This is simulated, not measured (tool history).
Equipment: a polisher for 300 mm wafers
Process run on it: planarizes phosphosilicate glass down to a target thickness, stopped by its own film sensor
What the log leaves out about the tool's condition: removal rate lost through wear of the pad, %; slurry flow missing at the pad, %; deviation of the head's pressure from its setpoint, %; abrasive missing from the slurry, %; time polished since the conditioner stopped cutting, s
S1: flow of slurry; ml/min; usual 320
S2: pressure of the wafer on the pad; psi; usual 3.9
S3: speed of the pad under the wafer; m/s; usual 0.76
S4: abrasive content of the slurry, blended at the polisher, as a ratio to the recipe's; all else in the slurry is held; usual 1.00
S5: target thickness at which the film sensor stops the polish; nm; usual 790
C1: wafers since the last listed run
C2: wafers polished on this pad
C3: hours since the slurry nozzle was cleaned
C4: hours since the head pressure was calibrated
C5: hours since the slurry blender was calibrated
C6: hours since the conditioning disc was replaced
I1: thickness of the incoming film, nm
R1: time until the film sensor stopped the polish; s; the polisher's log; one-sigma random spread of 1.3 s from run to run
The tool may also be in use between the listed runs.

run,hour,S1,S2,S3,S4,S5,C1,C2,C3,C4,C5,C6,I1,R1
1,0.0,255,3.9,0.76,1.00,790,0,14,510.7,687.1,313.9,59.5,1517.2,63.2
# hour 8.6: head pressure recalibrated
2,9.1,320,3.9,0.76,1.00,790,80,94,519.8,0.5,323.0,68.6,1502.5,65.9
3,20.4,375,4.6,0.76,1.20,790,128,222,531.1,11.8,334.3,79.9,1550.0,55.8
4,36.6,380,3.9,0.76,1.00,790,183,406,547.3,28.0,350.5,96.1,1544.8,70.9
5,51.9,320,3.0,0.88,1.00,665,173,579,562.6,43.3,365.8,111.4,1527.6,92.7
6,67.2,425,3.5,1.00,1.00,990,173,752,577.9,58.6,381.1,126.7,1518.0,42.7
7,81.8,320,3.9,0.76,1.00,790,165,918,592.5,73.2,395.7,141.3,1488.5,66.6
# hour 88.3: slurry nozzle cleaned
8,98.0,320,3.9,0.76,1.00,790,172,1090,9.7,89.4,411.9,157.5,1518.7,68.4
# hour 112.0: worn pad replaced by a new one
9,112.5,405,3.9,0.76,1.00,790,118,5,24.2,103.9,426.4,172.0,1510.0,63.3
10,123.4,320,3.9,0.76,1.00,790,123,129,35.1,114.8,437.3,182.9,1529.4,68.7
# hour 130.8: slurry blender recalibrated
11,137.7,320,3.4,0.98,1.00,944,139,268,49.4,129.1,6.9,197.2,1516.4,48.8
12,147.4,320,3.9,0.76,1.00,790,109,378,59.1,138.8,16.6,206.9,1546.8,69.7
# hour 150.2: conditioning disc replaced and pad reconditioned
13,160.5,395,3.9,0.82,1.25,546,125,504,72.2,151.9,29.7,10.3,1515.4,75.9
14,181.8,320,3.9,0.68,0.85,885,241,745,93.5,173.2,51.0,31.6,1516.8,65.6
15,190.9,320,3.9,0.76,1.00,790,103,848,102.6,182.3,60.1,40.7,1504.6,65.8
16,201.0,320,3.9,0.76,1.00,790,114,963,112.7,192.4,70.2,50.8,1552.9,70.8
17,214.0,320,3.9,0.76,1.25,790,147,1110,125.7,205.4,83.2,63.8,1543.3,62.7
18,221.6,320,3.9,0.76,1.00,790,86,1196,133.3,213.0,90.8,71.4,1534.3,66.1
19,228.0,215,3.9,0.86,1.15,790,72,1268,139.7,219.4,97.2,77.8,1543.6,61.9
# hour 245.7: worn pad replaced by a new one
20,246.2,320,3.9,0.88,0.80,1018,160,5,157.9,237.6,115.4,96.0,1510.9,44.1
21,249.2,320,3.9,1.00,1.00,790,33,39,160.9,240.6,118.4,99.0,1506.6,50.5
22,267.1,235,4.8,0.66,1.00,790,202,242,178.8,258.5,136.3,116.9,1505.4,61.2
23,278.6,320,2.9,1.00,1.20,538,130,372,190.3,270.0,147.8,128.4,1533.3,91.7
24,286.7,355,5.3,0.76,1.00,577,91,464,198.4,278.1,155.9,136.5,1516.7,61.6
25,296.8,320,3.9,0.76,0.75,563,114,578,208.5,288.2,166.0,146.6,1526.0,95.0
26,312.6,365,3.9,0.76,0.90,917,179,757,224.3,304.0,181.8,162.4,1523.0,57.2

Predict each of these 4 candidate next runs independently; none follows another, all start after run 26:
A,313.0,320,3.9,0.76,1.00,790,4,762,224.7,304.4,182.2,162.8,1535.7,?
B,313.0,245,3.9,0.76,1.25,790,4,762,224.7,304.4,182.2,162.8,1535.7,?
C,313.0,240,3.9,0.76,1.00,790,4,762,224.7,304.4,182.2,162.8,1535.7,?
D,313.0,320,2.6,0.86,1.00,1041,4,762,224.7,304.4,182.2,162.8,1535.7,?

run,R1
A,65.7
B,62.3
C,67.8
D,59.2
With the hidden condition removed and each run's random variation left untouched, the same runs would have given:
run,R1
A,68.4
B,64.9
C,70.6
D,61.6
